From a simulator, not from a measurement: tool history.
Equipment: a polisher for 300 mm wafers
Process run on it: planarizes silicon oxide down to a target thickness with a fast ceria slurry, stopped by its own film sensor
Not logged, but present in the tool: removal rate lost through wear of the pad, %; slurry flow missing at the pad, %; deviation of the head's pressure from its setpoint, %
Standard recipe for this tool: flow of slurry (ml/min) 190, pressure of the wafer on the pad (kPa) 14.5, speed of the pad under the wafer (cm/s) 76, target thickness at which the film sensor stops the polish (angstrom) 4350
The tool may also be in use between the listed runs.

run,hour,flow of slurry (ml/min),pressure of the wafer on the pad (kPa),speed of the pad under the wafer (cm/s),target thickness at which the film sensor stops the polish (angstrom),wafers since the last listed run,wafers polished on this pad,hours since the slurry nozzle was cleaned,hours since the head pressure was calibrated,"incoming thickness of the incoming film, nm",time until the film sensor stopped the polish (s)
1,0.0,190,14.5,66,4350,0,2610,325.1,225.8,926.4,70.6
# hour 4.7: worn pad replaced by a new one
# hour 23.2: slurry nozzle cleaned
2,104.4,190,14.5,76,4350,1114,1105,81.2,330.2,923.2,56.8
3,152.1,145,14.5,76,4350,534,1640,128.9,377.9,913.6,59.0
# hour 165.4: head pressure recalibrated
4,233.8,145,14.5,76,4350,893,2533,210.6,68.4,935.2,63.6
# hour 283.6: worn pad replaced by a new one
# hour 386.0: slurry nozzle cleaned
5,391.2,190,13.1,76,4350,1708,1194,5.2,225.8,912.8,60.8
6,485.1,190,13.1,76,4350,1052,2247,99.1,319.7,913.0,65.0
# hour 539.9: head pressure recalibrated
7,540.4,190,13.1,76,4350,597,2844,154.4,0.5,920.8,66.4
# hour 564.5: worn pad replaced by a new one
8,609.4,190,14.5,76,4350,728,503,223.4,69.5,925.2,57.3
9,646.4,190,14.5,102,4880,414,917,260.4,106.5,917.2,38.3

Forecast run 10:
10,734.3,190,14.5,76,4350,985,1903,348.3,194.4,911.4,?

{"run 10": {"time until the film sensor stopped the polish (s)": 60.7}}
With the hidden condition absent and the run-to-run variation left alone, this run would have shown time until the film sensor stopped the polish (s) 48.8.
